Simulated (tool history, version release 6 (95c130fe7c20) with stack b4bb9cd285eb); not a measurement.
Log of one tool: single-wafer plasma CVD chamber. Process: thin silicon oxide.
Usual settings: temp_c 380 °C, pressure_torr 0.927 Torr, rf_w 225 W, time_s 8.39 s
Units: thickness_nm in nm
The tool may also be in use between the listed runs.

| run | hour | temp_c | pressure_torr | rf_w | time_s | wafers since the last listed run | hours since the last thermocouple change | hours since the last RF generator calibration | hours since the last manometer calibration | hours since the showerhead was replaced | hours since the gauge calibration | read-back reference wafer on the same gauge, thickness_nm | thickness_nm |
|---|---|---|---|---|---|---|---|---|---|---|---|---|---|
| 1 | 0.0 | 380 | 0.927 | 225 | 8.39 | 0 | 1597.0 | 854.4 | 1249.5 | 6203.4 | 247.7 | 16.719 | 16.468 |
| 2 | 6.2 | 380 | 0.927 | 225 | 8.39 | 306 | 1603.2 | 860.6 | 1255.7 | 6209.6 | 253.9 | 16.717 | 16.483 |
| 3 | 20.3 | 380 | 0.927 | 225 | 9.51 | 696 | 1617.3 | 874.7 | 1269.8 | 6223.7 | 268.0 | 16.706 | 18.565 |
| 4 | 28.6 | 380 | 0.927 | 225 | 9.51 | 410 | 1625.6 | 883.0 | 1278.1 | 6232.0 | 276.3 | 16.707 | 18.707 |
| 5 | 42.5 | 380 | 0.927 | 225 | 9.51 | 687 | 1639.5 | 896.9 | 1292.0 | 6245.9 | 290.2 | 16.698 | 18.611 |
| 6 | 52.6 | 380 | 0.927 | 225 | 8.39 | 499 | 1649.6 | 907.0 | 1302.1 | 6256.0 | 300.3 | 16.701 | 16.427 |
| 7 | 68.3 | 380 | 0.927 | 225 | 8.39 | 776 | 1665.3 | 922.7 | 1317.8 | 6271.7 | 316.0 | 16.705 | 16.304 |
|  | 76.9 | gauge calibrated |
| 8 | 82.5 | 380 | 0.927 | 225 | 8.39 | 701 | 1679.5 | 936.9 | 1332.0 | 6285.9 | 5.6 | 16.722 | 16.413 |
| 9 | 93.5 | 380 | 0.927 | 225 | 8.39 | 543 | 1690.5 | 947.9 | 1343.0 | 6296.9 | 16.6 | 16.689 | 16.493 |
| 10 | 100.9 | 380 | 1.068 | 225 | 7.21 | 365 | 1697.9 | 955.3 | 1350.4 | 6304.3 | 24.0 | 16.679 | 15.692 |
| 11 | 107.4 | 380 | 0.927 | 210 | 8.39 | 321 | 1704.4 | 961.8 | 1356.9 | 6310.8 | 30.5 | 16.709 | 15.720 |
|  | 125.2 | showerhead replaced |
| 12 | 125.7 | 380 | 0.927 | 210 | 8.39 | 509 | 1722.7 | 980.1 | 1375.2 | 0.5 | 48.8 | 16.691 | 15.711 |
|  | 135.8 | capacitance manometer re-zeroed and calibrated |
| 13 | 136.3 | 380 | 0.927 | 225 | 8.39 | 128 | 1733.3 | 990.7 | 0.5 | 11.1 | 59.4 | 16.733 | 15.219 |
| 14 | 141.6 | 380 | 1.050 | 225 | 9.66 | 261 | 1738.6 | 996.0 | 5.8 | 16.4 | 64.7 | 16.694 | 19.428 |
| 15 | 148.0 | 380 | 0.927 | 225 | 8.39 | 316 | 1745.0 | 1002.4 | 12.2 | 22.8 | 71.1 | 16.711 | 15.209 |
| 16 | 155.3 | 391 | 0.927 | 225 | 10.02 | 360 | 1752.3 | 1009.7 | 19.5 | 30.1 | 78.4 | 16.692 | 17.960 |
| 17 | 172.5 | 380 | 0.927 | 250 | 8.39 | 850 | 1769.5 | 1026.9 | 36.7 | 47.3 | 95.6 | 16.713 | 16.088 |
| 18 | 184.0 | 370 | 0.788 | 200 | 7.07 | 568 | 1781.0 | 1038.4 | 48.2 | 58.8 | 107.1 | 16.690 | 10.338 |
| 19 | 199.7 | 380 | 0.927 | 225 | 9.65 | 776 | 1796.7 | 1054.1 | 63.9 | 74.5 | 122.8 | 16.704 | 17.627 |
|  | 219.1 | thermocouple changed; heater temperature recalibrated |
|  | 228.8 | RF generator calibrated |
| 20 | 229.3 | 380 | 0.927 | 225 | 8.39 | 672 | 10.2 | 0.5 | 93.5 | 104.1 | 152.4 | 16.687 | 15.963 |
| 21 | 239.0 | 387 | 0.830 | 225 | 8.39 | 479 | 19.9 | 10.2 | 103.2 | 113.8 | 162.1 | 16.687 | 14.314 |
| 22 | 246.5 | 394 | 1.021 | 270 | 7.67 | 370 | 27.4 | 17.7 | 110.7 | 121.3 | 169.6 | 16.693 | 17.178 |
| 23 | 263.3 | 386 | 1.093 | 225 | 8.39 | 830 | 44.2 | 34.5 | 127.5 | 138.1 | 186.4 | 16.705 | 18.096 |
| 24 | 277.7 | 380 | 0.799 | 270 | 8.39 | 711 | 58.6 | 48.9 | 141.9 | 152.5 | 200.8 | 16.698 | 15.165 |
| 25 | 293.8 | 380 | 0.927 | 225 | 8.39 | 795 | 74.7 | 65.0 | 158.0 | 168.6 | 216.9 | 16.679 | 16.142 |
| 26 | 304.3 | 380 | 0.927 | 225 | 8.39 | 518 | 85.2 | 75.5 | 168.5 | 179.1 | 227.4 | 16.707 | 16.129 |
| 27 | 311.0 | 380 | 0.799 | 240 | 7.54 | 331 | 91.9 | 82.2 | 175.2 | 185.8 | 234.1 | 16.707 | 12.893 |
| 28 | 319.3 | 380 | 0.927 | 225 | 8.39 | 410 | 100.2 | 90.5 | 183.5 | 194.1 | 242.4 | 16.710 | 16.247 |

Hidden state at the last listed run before each entry between runs and at the first one after, where it differs:
Between runs 7 and 8: gauge calibrated (hour 76.9)
  delivered RF power above the setpoint (%): -6.28 -> -6.47; true pressure above the setpoint (%): 8.18 -> 8.2
  measured less the result without the state, thickness_nm: +0.572 -> +0.560 nm
Between runs 11 and 12: showerhead replaced (hour 125.2)
  delivered RF power above the setpoint (%): -6.8 -> -7.05; true pressure above the setpoint (%): 8.23 -> 8.24
  measured less the result without the state, thickness_nm: +0.475 -> +0.455 nm
Between runs 12 and 13: capacitance manometer re-zeroed and calibrated (hour 135.8)
  delivered RF power above the setpoint (%): -7.05 -> -7.2; true pressure above the setpoint (%): 8.24 -> -0.191
  measured less the result without the state, thickness_nm: +0.455 -> -0.627 nm
Between runs 19 and 20: thermocouple changed; heater temperature recalibrated (hour 219.1); RF generator calibrated (hour 228.8)
  delivered RF power above the setpoint (%): -8.11 -> -0.839; true pressure above the setpoint (%): 0.861 -> 1.31
  measured less the result without the state, thickness_nm: -0.640 -> +0.132 nm

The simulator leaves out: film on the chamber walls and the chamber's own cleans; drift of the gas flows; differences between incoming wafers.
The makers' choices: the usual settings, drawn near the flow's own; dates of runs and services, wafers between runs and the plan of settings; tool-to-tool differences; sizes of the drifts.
